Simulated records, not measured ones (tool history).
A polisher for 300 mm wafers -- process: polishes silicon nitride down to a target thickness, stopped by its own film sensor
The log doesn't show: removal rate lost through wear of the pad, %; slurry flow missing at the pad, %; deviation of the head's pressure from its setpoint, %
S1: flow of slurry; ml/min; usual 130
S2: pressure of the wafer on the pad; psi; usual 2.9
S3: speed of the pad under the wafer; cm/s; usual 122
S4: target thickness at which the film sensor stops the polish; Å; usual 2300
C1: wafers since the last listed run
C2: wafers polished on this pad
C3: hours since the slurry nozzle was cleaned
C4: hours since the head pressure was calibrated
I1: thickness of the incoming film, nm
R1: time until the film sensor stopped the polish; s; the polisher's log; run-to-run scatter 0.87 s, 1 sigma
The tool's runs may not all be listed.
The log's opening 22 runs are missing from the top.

run,hour,S1,S2,S3,S4,C1,C2,C3,C4,I1,R1
23,1011.9,150,2.9,164,2300,317,1707,164,495.1,361.2,83.1
24,1045.2,160,2,150,2520,217,1924,197.3,528.4,358.7,100.6
25,1070.1,160,2.9,138,1990,162,2087,222.2,553.3,355.5,112
# hour 1092: worn pad replaced by a new one
26,1129.1,130,2.9,154,2300,359,242,281.2,612.3,362.7,90.7
# hour 1137.3: slurry nozzle cleaned
27,1191.4,130,2.9,102,2300,400,642,54.1,674.6,360.1,117.8
28,1249.6,150,2.9,122,2300,380,1022,112.3,732.8,367.1,107.7
29,1302.4,110,2.9,122,2540,344,1367,165.1,785.6,358.9,89.6
30,1356.9,130,2.9,122,2300,355,1723,219.6,840.1,356.9,106.3
31,1404.5,130,3.9,122,2300,310,2034,267.2,887.7,356.6,82.6
# hour 1448.7: worn pad replaced by a new one
32,1449.2,120,2.9,122,2660,265,3,311.9,932.4,362.4,83.5
# hour 1492.8: head pressure recalibrated
33,1494.8,130,2.9,122,2680,284,287,357.5,2,364,81.3
# hour 1497.4: slurry nozzle cleaned
34,1519.3,150,2.3,122,1920,153,441,21.9,26.5,361.5,155.2
35,1555.1,160,2.1,82,2740,233,675,57.7,62.3,361.9,120.9
36,1619.3,130,2.9,134,2300,419,1094,121.9,126.5,357.5,95.5

Consider 4 possible next runs. They are alternatives, not a sequence: every one starts from the tool as it was left by run 36. What does each give?
A,1619.8,170,2.9,122,2300,3,1097,122.4,127,353.2,?
B,1619.8,150,2.9,136,1890,3,1097,122.4,127,353.2,?
C,1619.8,115,3.9,146,2300,3,1097,122.4,127,353.2,?
D,1619.8,130,3.2,90,1950,3,1097,122.4,127,353.2,?

run,R1
A,94.2
B,118
C,67.9
D,149.4
With no hidden state in the tool, these same runs would have given:
run,R1
A,89.3
B,111.3
C,63.1
D,139.8
